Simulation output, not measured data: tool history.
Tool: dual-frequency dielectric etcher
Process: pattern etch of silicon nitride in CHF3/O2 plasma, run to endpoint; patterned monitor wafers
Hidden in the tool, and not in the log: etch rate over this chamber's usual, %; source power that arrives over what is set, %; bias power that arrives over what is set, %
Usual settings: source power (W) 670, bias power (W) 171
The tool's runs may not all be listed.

| run | hour | source power (W) | bias power (W) | wafers since the last listed run | hours since the last wet clean | hours since the last source power generator calibration | hours since the last bias power generator calibration | hours since the last upper electrode change | incoming incoming film thickness, nm | endpoint time (s) |
|---|---|---|---|---|---|---|---|---|---|---|
| 1 | 0.0 | 670 | 171 | 0 | 517.3 | 1932.1 | 2924.5 | 4873.3 | 65.7 | 37.7 |
| 2 | 15.1 | 550 | 171 | 122 | 532.4 | 1947.2 | 2939.6 | 4888.4 | 66.0 | 39.9 |
| 3 | 22.7 | 550 | 171 | 61 | 540.0 | 1954.8 | 2947.2 | 4896.0 | 65.6 | 39.7 |
| 4 | 36.9 | 670 | 171 | 115 | 554.2 | 1969.0 | 2961.4 | 4910.2 | 65.9 | 38.2 |
| 5 | 46.5 | 670 | 171 | 77 | 563.8 | 1978.6 | 2971.0 | 4919.8 | 65.6 | 37.9 |
| 6 | 56.9 | 670 | 171 | 84 | 574.2 | 1989.0 | 2981.4 | 4930.2 | 66.0 | 37.7 |
| 7 | 71.0 | 670 | 171 | 114 | 588.3 | 2003.1 | 2995.5 | 4944.3 | 65.4 | 37.2 |
|  | 96.8 | source power generator calibrated |
|  | 98.9 | wet clean of the chamber |
| 8 | 99.4 | 670 | 171 | 180 | 0.5 | 2.6 | 3023.9 | 4972.7 | 66.0 | 40.1 |
| 9 | 103.6 | 670 | 171 | 34 | 4.7 | 6.8 | 3028.1 | 4976.9 | 65.8 | 40.0 |
| 10 | 111.6 | 670 | 171 | 64 | 12.7 | 14.8 | 3036.1 | 4984.9 | 65.8 | 40.1 |
| 11 | 127.9 | 670 | 171 | 132 | 29.0 | 31.1 | 3052.4 | 5001.2 | 66.8 | 40.1 |
| 12 | 136.4 | 670 | 171 | 69 | 37.5 | 39.6 | 3060.9 | 5009.7 | 65.7 | 39.5 |
| 13 | 149.3 | 670 | 171 | 104 | 50.4 | 52.5 | 3073.8 | 5022.6 | 65.2 | 39.4 |
|  | 178.7 | upper electrode replaced, of another model than before |
| 14 | 179.2 | 520 | 212 | 47 | 80.3 | 82.4 | 3103.7 | 0.5 | 65.5 | 39.4 |
| 15 | 179.5 | 670 | 185 | 2 | 80.6 | 82.7 | 3104.0 | 0.8 | 65.4 | 39.1 |
| 16 | 179.9 | 720 | 159 | 3 | 81.0 | 83.1 | 3104.4 | 1.2 | 65.6 | 39.6 |
| 17 | 183.0 | 570 | 171 | 25 | 84.1 | 86.2 | 3107.5 | 4.3 | 66.5 | 41.5 |
| 18 | 191.3 | 820 | 147 | 67 | 92.4 | 94.5 | 3115.8 | 12.6 | 65.9 | 38.7 |
| 19 | 204.9 | 670 | 171 | 110 | 106.0 | 108.1 | 3129.4 | 26.2 | 65.8 | 39.5 |
| 20 | 216.7 | 830 | 183 | 95 | 117.8 | 119.9 | 3141.2 | 38.0 | 65.8 | 37.0 |
|  | 230.2 | bias power generator calibrated |
| 21 | 231.9 | 670 | 171 | 90 | 133.0 | 135.1 | 1.7 | 53.2 | 65.6 | 39.5 |
| 22 | 242.7 | 590 | 182 | 87 | 143.8 | 145.9 | 12.5 | 64.0 | 65.4 | 39.6 |
| 23 | 253.2 | 580 | 159 | 85 | 154.3 | 156.4 | 23.0 | 74.5 | 65.7 | 41.0 |
| 24 | 270.5 | 670 | 171 | 140 | 171.6 | 173.7 | 40.3 | 91.8 | 65.5 | 39.3 |
| 25 | 280.8 | 840 | 199 | 83 | 181.9 | 184.0 | 50.6 | 102.1 | 65.7 | 35.8 |
| 26 | 296.4 | 720 | 203 | 126 | 197.5 | 199.6 | 66.2 | 117.7 | 65.6 | 37.1 |

Forecast each of these 4 alternatives for the next run:
| A | 296.8 | 830 | 171 | 3 | 197.9 | 200.0 | 66.6 | 118.1 | 65.5 | ? |
| B | 296.8 | 810 | 154 | 3 | 197.9 | 200.0 | 66.6 | 118.1 | 65.5 | ? |
| C | 296.8 | 780 | 143 | 3 | 197.9 | 200.0 | 66.6 | 118.1 | 65.5 | ? |
| D | 296.8 | 570 | 212 | 3 | 197.9 | 200.0 | 66.6 | 118.1 | 65.5 | ? |

| run | endpoint time (s) |
|---|---|
| A | 37.4 |
| B | 38.3 |
| C | 39.2 |
| D | 38.8 |
Without the tool's hidden state the same runs would have given:
| run | endpoint time (s) |
|---|---|
| A | 38.1 |
| B | 39.1 |
| C | 40.0 |
| D | 39.5 |
